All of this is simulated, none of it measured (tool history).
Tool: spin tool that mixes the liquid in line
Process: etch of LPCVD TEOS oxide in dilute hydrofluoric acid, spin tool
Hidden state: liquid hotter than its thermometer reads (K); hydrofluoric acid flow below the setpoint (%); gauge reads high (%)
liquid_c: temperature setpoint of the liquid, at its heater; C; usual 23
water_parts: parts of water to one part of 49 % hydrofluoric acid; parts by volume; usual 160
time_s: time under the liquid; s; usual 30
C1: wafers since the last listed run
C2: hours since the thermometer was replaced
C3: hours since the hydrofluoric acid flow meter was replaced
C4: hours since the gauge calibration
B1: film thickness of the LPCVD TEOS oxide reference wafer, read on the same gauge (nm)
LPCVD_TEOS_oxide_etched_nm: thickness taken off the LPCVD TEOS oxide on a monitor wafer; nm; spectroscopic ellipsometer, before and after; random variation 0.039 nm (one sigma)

{"run": 1, "hour": 0.0, "liquid_c": 23, "water_parts": 160, "time_s": 30, "C1": 0, "C2": 447.7, "C3": 628.1, "C4": 400.9, "B1": 109.995, "LPCVD_TEOS_oxide_etched_nm": 4.492}
{"run": 2, "hour": 32.3, "liquid_c": 23, "water_parts": 160, "time_s": 30, "C1": 631, "C2": 480, "C3": 660.4, "C4": 433.2, "B1": 110.009, "LPCVD_TEOS_oxide_etched_nm": 4.482}
{"run": 3, "hour": 46.1, "liquid_c": 23, "water_parts": 160, "time_s": 30, "C1": 269, "C2": 493.8, "C3": 674.2, "C4": 447, "B1": 110.003, "LPCVD_TEOS_oxide_etched_nm": 4.467}
{"run": 4, "hour": 87.8, "liquid_c": 23, "water_parts": 160, "time_s": 30, "C1": 814, "C2": 535.5, "C3": 715.9, "C4": 488.7, "B1": 110.007, "LPCVD_TEOS_oxide_etched_nm": 4.383}
{"run": 5, "hour": 155.3, "liquid_c": 23, "water_parts": 160, "time_s": 30, "C1": 1319, "C2": 603, "C3": 783.4, "C4": 556.2, "B1": 109.991, "LPCVD_TEOS_oxide_etched_nm": 4.468}
{"run": 6, "hour": 168.7, "liquid_c": 23, "water_parts": 160, "time_s": 30, "C1": 261, "C2": 616.4, "C3": 796.8, "C4": 569.6, "B1": 109.975, "LPCVD_TEOS_oxide_etched_nm": 4.517}
{"run": 7, "hour": 185.9, "liquid_c": 23, "water_parts": 160, "time_s": 30, "C1": 336, "C2": 633.6, "C3": 814, "C4": 586.8, "B1": 110.003, "LPCVD_TEOS_oxide_etched_nm": 4.591}
{"hour": 196.0, "done": "gauge calibrated"}
{"run": 8, "hour": 212.5, "liquid_c": 23, "water_parts": 160, "time_s": 30, "C1": 519, "C2": 660.2, "C3": 840.6, "C4": 16.5, "B1": 109.985, "LPCVD_TEOS_oxide_etched_nm": 4.434}
{"hour": 221.5, "done": "thermometer replaced"}
{"run": 9, "hour": 241.6, "liquid_c": 23, "water_parts": 160, "time_s": 30, "C1": 549, "C2": 20.1, "C3": 869.7, "C4": 45.6, "B1": 110.023, "LPCVD_TEOS_oxide_etched_nm": 4.195}
{"run": 10, "hour": 277.1, "liquid_c": 23, "water_parts": 160, "time_s": 30, "C1": 693, "C2": 55.6, "C3": 905.2, "C4": 81.1, "B1": 109.99, "LPCVD_TEOS_oxide_etched_nm": 4.314}
{"run": 11, "hour": 304.1, "liquid_c": 23, "water_parts": 160, "time_s": 30, "C1": 527, "C2": 82.6, "C3": 932.2, "C4": 108.1, "B1": 110.025, "LPCVD_TEOS_oxide_etched_nm": 4.288}
{"run": 12, "hour": 333.1, "liquid_c": 23, "water_parts": 160, "time_s": 30, "C1": 566, "C2": 111.6, "C3": 961.2, "C4": 137.1, "B1": 109.983, "LPCVD_TEOS_oxide_etched_nm": 4.253}
{"run": 13, "hour": 349.7, "liquid_c": 23, "water_parts": 160, "time_s": 30, "C1": 324, "C2": 128.2, "C3": 977.8, "C4": 153.7, "B1": 109.99, "LPCVD_TEOS_oxide_etched_nm": 4.307}
{"run": 14, "hour": 382.5, "liquid_c": 23, "water_parts": 160, "time_s": 30, "C1": 640, "C2": 161, "C3": 1010.6, "C4": 186.5, "B1": 110.017, "LPCVD_TEOS_oxide_etched_nm": 4.296}
{"run": 15, "hour": 398.5, "liquid_c": 23, "water_parts": 160, "time_s": 30, "C1": 312, "C2": 177, "C3": 1026.6, "C4": 202.5, "B1": 109.991, "LPCVD_TEOS_oxide_etched_nm": 4.311}
{"run": 16, "hour": 444.3, "liquid_c": 26.5, "water_parts": 205, "time_s": 25, "C1": 894, "C2": 222.8, "C3": 1072.4, "C4": 248.3, "B1": 109.954, "LPCVD_TEOS_oxide_etched_nm": 3.08}
{"run": 17, "hour": 470.7, "liquid_c": 25, "water_parts": 160, "time_s": 50, "C1": 515, "C2": 249.2, "C3": 1098.8, "C4": 274.7, "B1": 110.013, "LPCVD_TEOS_oxide_etched_nm": 7.795}
{"run": 18, "hour": 488.9, "liquid_c": 19.5, "water_parts": 130, "time_s": 15, "C1": 355, "C2": 267.4, "C3": 1117, "C4": 292.9, "B1": 110.023, "LPCVD_TEOS_oxide_etched_nm": 2.463}
{"run": 19, "hour": 503.0, "liquid_c": 23, "water_parts": 190, "time_s": 20, "C1": 275, "C2": 281.5, "C3": 1131.1, "C4": 307, "B1": 110.044, "LPCVD_TEOS_oxide_etched_nm": 2.398}
{"run": 20, "hour": 538.0, "liquid_c": 23, "water_parts": 160, "time_s": 15, "C1": 683, "C2": 316.5, "C3": 1166.1, "C4": 342, "B1": 109.981, "LPCVD_TEOS_oxide_etched_nm": 2.213}
{"hour": 546.4, "done": "hydrofluoric acid flow meter replaced"}
{"run": 21, "hour": 564.0, "liquid_c": 23, "water_parts": 160, "time_s": 30, "C1": 488, "C2": 342.5, "C3": 17.6, "C4": 368, "B1": 110.026, "LPCVD_TEOS_oxide_etched_nm": 4.396}
{"run": 22, "hour": 583.1, "liquid_c": 23, "water_parts": 195, "time_s": 30, "C1": 373, "C2": 361.6, "C3": 36.7, "C4": 387.1, "B1": 109.968, "LPCVD_TEOS_oxide_etched_nm": 3.478}
{"run": 23, "hour": 618.7, "liquid_c": 26.5, "water_parts": 205, "time_s": 25, "C1": 695, "C2": 397.2, "C3": 72.3, "C4": 422.7, "B1": 110.013, "LPCVD_TEOS_oxide_etched_nm": 3.097}
{"run": 24, "hour": 632.4, "liquid_c": 18, "water_parts": 195, "time_s": 30, "C1": 267, "C2": 410.9, "C3": 86, "C4": 436.4, "B1": 109.936, "LPCVD_TEOS_oxide_etched_nm": 2.878}
{"run": 25, "hour": 645.8, "liquid_c": 23, "water_parts": 190, "time_s": 20, "C1": 261, "C2": 424.3, "C3": 99.4, "C4": 449.8, "B1": 110.007, "LPCVD_TEOS_oxide_etched_nm": 2.442}
{"run": 26, "hour": 672.6, "liquid_c": 23, "water_parts": 160, "time_s": 30, "C1": 523, "C2": 451.1, "C3": 126.2, "C4": 476.6, "B1": 110.02, "LPCVD_TEOS_oxide_etched_nm": 4.484}
{"run": 27, "hour": 690.5, "liquid_c": 27, "water_parts": 125, "time_s": 45, "C1": 349, "C2": 469, "C3": 144.1, "C4": 494.5, "B1": 110.012, "LPCVD_TEOS_oxide_etched_nm": 10.19}
{"run": 28, "hour": 722.7, "liquid_c": 18.5, "water_parts": 160, "time_s": 40, "C1": 629, "C2": 501.2, "C3": 176.3, "C4": 526.7, "B1": 109.963, "LPCVD_TEOS_oxide_etched_nm": 5.001}
{"run": 29, "hour": 743.3, "liquid_c": 26.5, "water_parts": 90, "time_s": 25, "C1": 402, "C2": 521.8, "C3": 196.9, "C4": 547.3, "B1": 109.991, "LPCVD_TEOS_oxide_etched_nm": 8.347}
{"run": 30, "hour": 767.1, "liquid_c": 19.5, "water_parts": 160, "time_s": 30, "C1": 465, "C2": 545.6, "C3": 220.7, "C4": 571.1, "B1": 110.01, "LPCVD_TEOS_oxide_etched_nm": 3.879}
{"hour": 788.2, "done": "thermometer replaced"}
{"run": 31, "hour": 802.9, "liquid_c": 19, "water_parts": 240, "time_s": 30, "C1": 680, "C2": 14.7, "C3": 256.5, "C4": 606.9, "B1": 110.005, "LPCVD_TEOS_oxide_etched_nm": 2.203}
{"run": 32, "hour": 823.2, "liquid_c": 23, "water_parts": 160, "time_s": 30, "C1": 396, "C2": 35, "C3": 276.8, "C4": 627.2, "B1": 109.994, "LPCVD_TEOS_oxide_etched_nm": 4.351}

What the log doesn't show, run by run:
hydrofluoric acid flow below the setpoint (%): 0 in every run
gauge reads high (%): 0 in every run
H1: liquid hotter than its thermometer reads (K)
run=1 H1=1.33
run=2 H1=1.43
run=3 H1=1.47
run=4 H1=1.59
run=5 H1=1.79
run=6 H1=1.83
run=7 H1=1.88
run=8 H1=1.96
run=9 H1=0.187
run=10 H1=0.291
run=11 H1=0.37
run=12 H1=0.455
run=13 H1=0.504
run=14 H1=0.6
run=15 H1=0.647
run=16 H1=0.781
run=17 H1=0.858
run=18 H1=0.911
run=19 H1=0.952
run=20 H1=1.05
run=21 H1=1.13
run=22 H1=1.19
run=23 H1=1.29
run=24 H1=1.33
run=25 H1=1.37
run=26 H1=1.45
run=27 H1=1.5
run=28 H1=1.6
run=29 H1=1.66
run=30 H1=1.73
run=31 H1=0.39
run=32 H1=0.45

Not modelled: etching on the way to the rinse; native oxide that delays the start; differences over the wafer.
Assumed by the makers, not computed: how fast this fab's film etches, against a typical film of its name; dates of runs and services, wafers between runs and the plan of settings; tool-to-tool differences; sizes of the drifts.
